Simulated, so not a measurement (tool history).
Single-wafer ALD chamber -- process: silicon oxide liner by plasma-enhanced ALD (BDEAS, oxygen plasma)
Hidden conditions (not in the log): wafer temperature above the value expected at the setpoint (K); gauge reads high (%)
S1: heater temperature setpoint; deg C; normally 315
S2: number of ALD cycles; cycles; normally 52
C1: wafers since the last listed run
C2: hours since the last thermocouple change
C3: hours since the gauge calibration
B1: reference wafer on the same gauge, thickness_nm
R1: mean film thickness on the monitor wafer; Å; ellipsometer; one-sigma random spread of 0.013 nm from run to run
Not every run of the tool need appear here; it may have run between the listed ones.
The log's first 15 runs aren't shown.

{"run": 16, "hour": 817.1, "S1": 307, "S2": 52, "C1": 200, "C2": 792.2, "C3": 1522.1, "B1": 5.057, "R1": 51.0}
{"run": 17, "hour": 866.7, "S1": 307, "S2": 52, "C1": 205, "C2": 841.8, "C3": 1571.7, "B1": 5.061, "R1": 50.99}
{"run": 18, "hour": 913.9, "S1": 307, "S2": 52, "C1": 195, "C2": 889.0, "C3": 1618.9, "B1": 5.069, "R1": 51.03}
{"run": 19, "hour": 957.9, "S1": 315, "S2": 46, "C1": 182, "C2": 933.0, "C3": 1662.9, "B1": 5.065, "R1": 44.66}
{"run": 20, "hour": 996.0, "S1": 319, "S2": 52, "C1": 158, "C2": 971.1, "C3": 1701.0, "B1": 5.056, "R1": 50.39}
{"hour": 1009.8, "done": "gauge calibrated"}
{"run": 21, "hour": 1037.5, "S1": 315, "S2": 52, "C1": 172, "C2": 1012.6, "C3": 27.7, "B1": 5.06, "R1": 50.36}
{"run": 22, "hour": 1073.1, "S1": 307, "S2": 49, "C1": 147, "C2": 1048.2, "C3": 63.3, "B1": 5.057, "R1": 47.85}
{"hour": 1095.7, "done": "thermocouple changed; heater temperature recalibrated"}
{"run": 23, "hour": 1125.4, "S1": 315, "S2": 59, "C1": 183, "C2": 29.7, "C3": 115.6, "B1": 5.062, "R1": 57.44}
{"run": 24, "hour": 1176.2, "S1": 315, "S2": 52, "C1": 210, "C2": 80.5, "C3": 166.4, "B1": 5.067, "R1": 50.4}
{"run": 25, "hour": 1242.3, "S1": 322, "S2": 48, "C1": 274, "C2": 146.6, "C3": 232.5, "B1": 5.063, "R1": 46.25}
{"run": 26, "hour": 1298.9, "S1": 306, "S2": 56, "C1": 234, "C2": 203.2, "C3": 289.1, "B1": 5.062, "R1": 54.99}
{"run": 27, "hour": 1328.4, "S1": 324, "S2": 58, "C1": 122, "C2": 232.7, "C3": 318.6, "B1": 5.06, "R1": 55.42}
{"run": 28, "hour": 1400.1, "S1": 315, "S2": 49, "C1": 297, "C2": 304.4, "C3": 390.3, "B1": 5.06, "R1": 47.54}
{"run": 29, "hour": 1453.6, "S1": 328, "S2": 45, "C1": 221, "C2": 357.9, "C3": 443.8, "B1": 5.066, "R1": 42.93}
{"run": 30, "hour": 1486.8, "S1": 306, "S2": 52, "C1": 137, "C2": 391.1, "C3": 477.0, "B1": 5.06, "R1": 51.06}
{"run": 31, "hour": 1531.1, "S1": 315, "S2": 52, "C1": 183, "C2": 435.4, "C3": 521.3, "B1": 5.066, "R1": 50.23}
{"run": 32, "hour": 1563.5, "S1": 315, "S2": 61, "C1": 134, "C2": 467.8, "C3": 553.7, "B1": 5.051, "R1": 59.2}
{"run": 33, "hour": 1734.1, "S1": 307, "S2": 52, "C1": 707, "C2": 638.4, "C3": 724.3, "B1": 5.061, "R1": 50.98}
{"run": 34, "hour": 1912.7, "S1": 306, "S2": 62, "C1": 741, "C2": 817.0, "C3": 902.9, "B1": 5.06, "R1": 60.75}
{"run": 35, "hour": 1961.5, "S1": 306, "S2": 56, "C1": 202, "C2": 865.8, "C3": 951.7, "B1": 5.058, "R1": 54.89}
{"run": 36, "hour": 1989.3, "S1": 321, "S2": 59, "C1": 115, "C2": 893.6, "C3": 979.5, "B1": 5.056, "R1": 57.0}
{"run": 37, "hour": 2036.3, "S1": 326, "S2": 58, "C1": 195, "C2": 940.6, "C3": 1026.5, "B1": 5.057, "R1": 55.37}

Predict each of these 3 candidate next runs independently; none follows another, all start after run 37:
{"run": "A", "hour": 2036.8, "S1": 315, "S2": 62, "C1": 2, "C2": 941.1, "C3": 1027.0, "B1": "?", "R1": "?"}
{"run": "B", "hour": 2036.8, "S1": 322, "S2": 60, "C1": 2, "C2": 941.1, "C3": 1027.0, "B1": "?", "R1": "?"}
{"run": "C", "hour": 2036.8, "S1": 315, "S2": 48, "C1": 2, "C2": 941.1, "C3": 1027.0, "B1": "?", "R1": "?"}

run=A B1=5.054 R1=60.26
run=B B1=5.054 R1=57.80
run=C B1=5.054 R1=46.65
With no hidden state in the tool, these same runs would have given:
run=A R1=60.26
run=B R1=57.80
run=C R1=46.65
